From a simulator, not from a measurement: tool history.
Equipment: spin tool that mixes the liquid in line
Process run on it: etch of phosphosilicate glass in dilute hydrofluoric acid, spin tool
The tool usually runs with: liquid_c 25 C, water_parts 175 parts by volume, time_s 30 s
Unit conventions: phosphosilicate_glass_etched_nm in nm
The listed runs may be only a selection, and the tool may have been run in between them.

| run | hour | liquid_c | water_parts | time_s | read-back film thickness of the phosphosilicate glass reference wafer, read on the same gauge (nm) | phosphosilicate_glass_etched_nm |
|---|---|---|---|---|---|---|
| 1 | 0 | 23.5 | 175 | 35 | 150.01 | 17.27 |
| 2 | 82 | 23.5 | 175 | 35 | 149.99 | 17.24 |
| 3 | 124.4 | 23.5 | 175 | 35 | 149.98 | 17.19 |
|  | 135 | gauge calibrated |
| 4 | 226.3 | 21.5 | 175 | 30 | 149.98 | 13.7 |
| 5 | 283.1 | 21.5 | 175 | 30 | 149.99 | 13.71 |
| 6 | 355 | 25 | 175 | 30 | 150.01 | 15.56 |
| 7 | 426 | 25 | 175 | 30 | 150.02 | 15.79 |
|  | 477.3 | hydrofluoric acid flow meter replaced |
| 8 | 495.4 | 25 | 175 | 30 | 149.99 | 15.69 |
| 9 | 599.4 | 25 | 175 | 30 | 150 | 15.79 |
| 10 | 698 | 25 | 175 | 30 | 150.02 | 15.69 |
| 11 | 771.3 | 25 | 175 | 30 | 150.02 | 15.83 |
| 12 | 852.8 | 25 | 175 | 30 | 150.01 | 15.85 |
| 13 | 909.6 | 25 | 175 | 30 | 150.01 | 15.84 |
| 14 | 990.7 | 25 | 175 | 30 | 150 | 15.95 |
| 15 | 1086.8 | 25 | 175 | 30 | 150 | 16.02 |
| 16 | 1174.8 | 29.5 | 210 | 20 | 149.98 | 10.05 |
| 17 | 1220.8 | 23 | 125 | 30 | 150.01 | 22.19 |
| 18 | 1468.8 | 25 | 175 | 30 | 150 | 16.11 |
| 19 | 1512.1 | 25 | 175 | 30 | 150.01 | 16.21 |
| 20 | 1560.5 | 25 | 175 | 30 | 149.98 | 16.17 |
|  | 1635.7 | gauge calibrated |
|  | 1639.5 | thermometer replaced |
| 21 | 1654.3 | 25 | 105 | 30 | 150.03 | 27.67 |
| 22 | 1730.8 | 23.5 | 175 | 35 | 149.97 | 16.85 |
|  | 1798.9 | hydrofluoric acid flow meter replaced |
| 23 | 1817.9 | 29 | 115 | 20 | 149.97 | 19.62 |
| 24 | 1867.4 | 22.5 | 215 | 15 | 150 | 5.51 |
| 25 | 1942.9 | 28.5 | 130 | 35 | 150 | 29.27 |
| 26 | 2036.4 | 25 | 150 | 30 | 149.98 | 18.85 |
| 27 | 2109 | 30 | 175 | 45 | 150 | 28.1 |
| 28 | 2170.1 | 25 | 175 | 50 | 150.02 | 26.01 |
| 29 | 2476.1 | 25 | 175 | 45 | 149.98 | 23.38 |
| 30 | 2567.9 | 25 | 205 | 35 | 149.99 | 15.04 |

For some of the steps in phosphosilicate_glass_etched_nm from one run to the next: how much would appear even if the tool had no hidden state, given the settings, what came in and random variation, and how much remains for the hidden state plus any gauge scatter that the measured result and the result without hidden state don't share?
What the log doesn't record here: liquid hotter than its thermometer reads (K); hydrofluoric acid flow above the setpoint (%); gauge reads high (%).
Run 16 -> 17: liquid_c 29.5 -> 23, water_parts 210 -> 125, time_s 20 -> 30. phosphosilicate_glass_etched_nm +12.14 nm: hidden state +0.65, all else +11.49.
Run 20 -> 21: water_parts 175 -> 105, gauge calibrated, thermometer replaced. phosphosilicate_glass_etched_nm +11.5 nm: hidden state -0.7, all else +12.2.
Run 23 -> 24: liquid_c 29 -> 22.5, water_parts 115 -> 215, time_s 20 -> 15. phosphosilicate_glass_etched_nm -14.11 nm: hidden state -0.13, all else -13.98.
Run 24 -> 25: liquid_c 22.5 -> 28.5, water_parts 215 -> 130, time_s 15 -> 35. phosphosilicate_glass_etched_nm +23.76 nm: hidden state +0.31, all else +23.45.
